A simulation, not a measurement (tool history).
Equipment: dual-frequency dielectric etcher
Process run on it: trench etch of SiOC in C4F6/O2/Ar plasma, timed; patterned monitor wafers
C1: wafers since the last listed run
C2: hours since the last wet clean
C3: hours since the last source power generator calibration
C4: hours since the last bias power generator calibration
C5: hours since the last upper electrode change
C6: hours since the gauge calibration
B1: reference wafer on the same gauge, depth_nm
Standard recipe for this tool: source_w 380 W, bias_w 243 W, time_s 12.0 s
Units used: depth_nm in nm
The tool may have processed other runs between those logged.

Run 1, hour 0.0: usual settings but bias_w 201 W, time_s 11.0 s; C1 0; C2 167.1; C3 2738.4; C4 3341.2; C5 1861.3; C6 201.9; B1 24.09. Result: depth_nm 24.35 nm.
Run 2, hour 68.6: usual settings but source_w 460 W; C1 1140; C2 235.7; C3 2807.0; C4 3409.8; C5 1929.9; C6 270.5; B1 24.09. Result: depth_nm 29.79 nm.
Run 3, hour 153.4: usual settings but source_w 460 W; C1 1410; C2 320.5; C3 2891.8; C4 3494.6; C5 2014.7; C6 355.3; B1 24.08. Result: depth_nm 29.67 nm.
Run 4, hour 193.6: usual settings but bias_w 205 W; C1 668; C2 360.7; C3 2932.0; C4 3534.8; C5 2054.9; C6 395.5; B1 24.12. Result: depth_nm 25.88 nm.
At hour 230.4: wet clean of the chamber.
Run 5, hour 239.7: usual settings but bias_w 205 W; C1 367; C2 9.3; C3 2978.1; C4 3580.9; C5 2101.0; C6 441.6; B1 24.09. Result: depth_nm 26.86 nm.
Run 6, hour 320.1: usual settings but bias_w 205 W; C1 1337; C2 89.7; C3 3058.5; C4 3661.3; C5 2181.4; C6 522.0; B1 24.13. Result: depth_nm 26.79 nm.
Run 7, hour 399.9: usual settings; C1 1327; C2 169.5; C3 3138.3; C4 3741.1; C5 2261.2; C6 601.8; B1 24.10. Result: depth_nm 28.11 nm.
Run 8, hour 473.7: usual settings; C1 1227; C2 243.3; C3 3212.1; C4 3814.9; C5 2335.0; C6 675.6; B1 24.10. Result: depth_nm 27.60 nm.
Run 9, hour 512.4: usual settings; C1 643; C2 282.0; C3 3250.8; C4 3853.6; C5 2373.7; C6 714.3; B1 24.12. Result: depth_nm 27.53 nm.
At hour 581.9: wet clean of the chamber.
Run 10, hour 582.4: usual settings but source_w 310 W, bias_w 274 W, time_s 13.0 s; C1 765; C2 0.5; C3 3320.8; C4 3923.6; C5 2443.7; C6 784.3; B1 24.11. Result: depth_nm 29.63 nm.
At hour 600.8: bias power generator calibrated.
Run 11, hour 654.5: usual settings; C1 1132; C2 72.6; C3 3392.9; C4 53.7; C5 2515.8; C6 856.4; B1 24.12. Result: depth_nm 28.04 nm.
Run 12, hour 709.6: usual settings; C1 916; C2 127.7; C3 3448.0; C4 108.8; C5 2570.9; C6 911.5; B1 24.10. Result: depth_nm 28.06 nm.
Run 13, hour 792.9: usual settings but source_w 470 W, bias_w 202 W, time_s 15.0 s; C1 1385; C2 211.0; C3 3531.3; C4 192.1; C5 2654.2; C6 994.8; B1 24.10. Result: depth_nm 35.61 nm.
At hour 866.4: source power generator calibrated.
At hour 893.9: upper electrode replaced, of another model than before.
Run 14, hour 900.1: usual settings but time_s 10.0 s; C1 1317; C2 318.2; C3 33.7; C4 299.3; C5 6.2; C6 1102.0; B1 24.08. Result: depth_nm 22.89 nm.
At hour 960.3: wet clean of the chamber.
Run 15, hour 965.3: usual settings; C1 685; C2 5.0; C3 98.9; C4 364.5; C5 71.4; C6 1167.2; B1 24.09. Result: depth_nm 28.46 nm.
At hour 983.4: gauge calibrated.
At hour 1300.6: wet clean of the chamber.
Run 16, hour 1301.1: usual settings but source_w 290 W, bias_w 263 W; C1 5185; C2 0.5; C3 434.7; C4 700.3; C5 407.2; C6 317.7; B1 24.08. Result: depth_nm 27.36 nm.
Run 17, hour 1330.5: usual settings but time_s 9.0 s; C1 488; C2 29.9; C3 464.1; C4 729.7; C5 436.6; C6 347.1; B1 24.14. Result: depth_nm 21.29 nm.
Run 18, hour 1433.0: usual settings but source_w 320 W, bias_w 227 W, time_s 10.5 s; C1 1704; C2 132.4; C3 566.6; C4 832.2; C5 539.1; C6 449.6; B1 24.07. Result: depth_nm 22.56 nm.
Run 19, hour 1540.2: usual settings but bias_w 275 W; C1 1782; C2 239.6; C3 673.8; C4 939.4; C5 646.3; C6 556.8; B1 24.11. Result: depth_nm 29.55 nm.

Results per run with the tool's hidden condition removed, run-to-run variation unchanged:
The tool's hidden condition here consists of: etch rate over this chamber's usual, %; source power that arrives over what is set, %; bias power that arrives over what is set, %; gauge reads high (%).
run  depth_nm
  1     24.79
  2     30.53
  3     30.64
  4     26.83
  5     26.98
  6     27.10
  7     28.65
  8     28.33
  9     28.35
 10     29.68
 11     28.27
 12     28.44
 13     36.36
 14     23.61
 15     28.43
 16     27.37
 17     21.35
 18     22.84
 19     30.22

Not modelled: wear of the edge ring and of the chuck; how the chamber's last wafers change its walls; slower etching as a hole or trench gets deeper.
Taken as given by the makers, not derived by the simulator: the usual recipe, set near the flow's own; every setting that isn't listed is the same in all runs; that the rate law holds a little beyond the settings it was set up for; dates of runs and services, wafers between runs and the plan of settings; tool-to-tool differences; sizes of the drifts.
